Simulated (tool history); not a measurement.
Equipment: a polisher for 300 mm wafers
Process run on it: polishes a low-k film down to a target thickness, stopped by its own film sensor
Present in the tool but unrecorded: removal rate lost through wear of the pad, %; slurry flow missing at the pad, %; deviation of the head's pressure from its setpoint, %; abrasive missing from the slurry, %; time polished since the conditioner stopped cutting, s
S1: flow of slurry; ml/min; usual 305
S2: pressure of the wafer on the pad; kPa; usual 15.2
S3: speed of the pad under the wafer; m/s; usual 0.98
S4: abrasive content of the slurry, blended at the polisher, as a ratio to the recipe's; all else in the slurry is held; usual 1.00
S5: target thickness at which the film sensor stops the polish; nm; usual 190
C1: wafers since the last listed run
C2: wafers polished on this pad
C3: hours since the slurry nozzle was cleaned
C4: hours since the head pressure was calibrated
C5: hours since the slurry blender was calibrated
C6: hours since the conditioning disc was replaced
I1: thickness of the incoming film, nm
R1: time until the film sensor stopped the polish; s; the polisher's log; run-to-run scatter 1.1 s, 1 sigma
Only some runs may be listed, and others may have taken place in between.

| run | day | S1 | S2 | S3 | S4 | S5 | C1 | C2 | C3 | C4 | C5 | C6 | I1 | R1 |
|---|---|---|---|---|---|---|---|---|---|---|---|---|---|---|
| 1 | 0.000 | 305 | 15.2 | 0.98 | 0.80 | 190 | 0 | 5 | 53.3 | 599.4 | 168.6 | 288.6 | 231.0 | 88.0 |
| 2 | 7.150 | 305 | 13.8 | 0.98 | 1.00 | 199 | 1643 | 1648 | 224.9 | 771.0 | 340.2 | 460.2 | 231.3 | 66.5 |
|  | 8.829 | head pressure recalibrated |
| 3 | 9.321 | 305 | 15.2 | 0.68 | 1.00 | 190 | 479 | 2127 | 277.0 | 11.8 | 392.3 | 512.3 | 227.7 | 95.2 |
|  | 10.388 | conditioning disc replaced and pad reconditioned |
| 4 | 10.592 | 305 | 15.2 | 0.98 | 1.10 | 190 | 272 | 2400 | 307.5 | 42.3 | 422.8 | 4.9 | 232.9 | 68.5 |
|  | 12.179 | slurry blender recalibrated |
| 5 | 13.088 | 305 | 19.3 | 0.98 | 1.00 | 196 | 554 | 2955 | 367.4 | 102.2 | 21.8 | 64.8 | 228.6 | 44.9 |
| 6 | 15.958 | 305 | 15.2 | 0.98 | 0.80 | 190 | 659 | 3614 | 436.3 | 171.1 | 90.7 | 133.7 | 227.9 | 77.9 |
| 7 | 17.025 | 305 | 11.0 | 0.98 | 1.15 | 182 | 245 | 3859 | 461.9 | 196.7 | 116.3 | 159.3 | 230.0 | 111.3 |
| 8 | 19.362 | 360 | 15.2 | 0.98 | 1.00 | 190 | 537 | 4397 | 518.0 | 252.8 | 172.4 | 215.4 | 230.9 | 73.7 |
|  | 19.962 | worn pad replaced by a new one |
|  | 20.025 | slurry nozzle cleaned |
| 9 | 22.062 | 305 | 15.2 | 0.68 | 1.00 | 190 | 572 | 473 | 48.9 | 317.6 | 237.2 | 280.2 | 229.1 | 93.2 |
| 10 | 24.200 | 305 | 18.6 | 0.76 | 1.00 | 190 | 491 | 964 | 100.2 | 368.9 | 288.5 | 331.5 | 231.1 | 77.5 |
| 11 | 25.421 | 305 | 15.2 | 0.98 | 1.00 | 190 | 280 | 1244 | 129.5 | 398.2 | 317.8 | 360.8 | 229.1 | 77.0 |
| 12 | 28.996 | 305 | 17.2 | 0.76 | 0.70 | 186 | 821 | 2066 | 215.3 | 484.0 | 403.6 | 446.6 | 231.7 | 111.3 |

Forecast run 13:
|  | 29.854 | conditioning disc replaced and pad reconditioned |
| 13 | 31.392 | 305 | 15.2 | 1.16 | 1.00 | 198 | 531 | 2597 | 272.8 | 541.5 | 461.1 | 36.9 | 229.3 | ? |

R1: 47.6 s
Minus the tool's unlogged condition, the same run would have read R1 45.7 s.

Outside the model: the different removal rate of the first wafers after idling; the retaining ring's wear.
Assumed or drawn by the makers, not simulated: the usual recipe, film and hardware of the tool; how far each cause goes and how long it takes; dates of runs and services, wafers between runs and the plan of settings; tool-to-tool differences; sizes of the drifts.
